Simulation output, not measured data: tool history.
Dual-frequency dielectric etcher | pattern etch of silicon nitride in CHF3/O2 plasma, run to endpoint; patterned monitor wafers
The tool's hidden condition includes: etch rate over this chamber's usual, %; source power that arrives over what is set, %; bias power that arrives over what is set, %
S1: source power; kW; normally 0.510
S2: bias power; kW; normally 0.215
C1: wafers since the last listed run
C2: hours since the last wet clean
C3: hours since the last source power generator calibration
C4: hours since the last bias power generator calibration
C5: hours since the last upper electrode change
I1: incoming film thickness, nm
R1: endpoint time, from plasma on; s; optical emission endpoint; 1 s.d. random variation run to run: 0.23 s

run   hour     S1     S2   C1     C2      C3      C4      C5     I1    R1
  1    0.0  0.560  0.215    0  182.3  3587.4  3292.3  2262.4  103.5  65.9
  2   46.3  0.510  0.173  710  228.6  3633.7  3338.6  2308.7  103.1  75.6
  3   76.6  0.510  0.173  464  258.9  3664.0  3368.9  2339.0  102.7  75.7
  4  102.5  0.510  0.180  397  284.8  3689.9  3394.8  2364.9  102.2  73.7
  5  135.8  0.510  0.244  510  318.1  3723.2  3428.1  2398.2  102.1  62.8
  6  188.3  0.420  0.228  805  370.6  3775.7  3480.6  2450.7  102.8  71.0
     262.2  -- upper electrode replaced
     264.3  -- source power generator calibrated
  7  264.8  0.510  0.215  773  447.1     0.5  3557.1     2.6  101.3  66.5
  8  266.2  0.510  0.240   21  448.5     1.9  3558.5     4.0  102.2  63.4

Expected results for the next run?
     379.2  -- wet clean of the chamber
  9  379.7  0.550  0.193  1373  0.5  115.4  3672.0  117.5  103.1   ?

{"run 9": {"R1": 69.2}}
On a tool with no hidden condition, and with the same random variation, this run would have come out at R1 69.2 s.
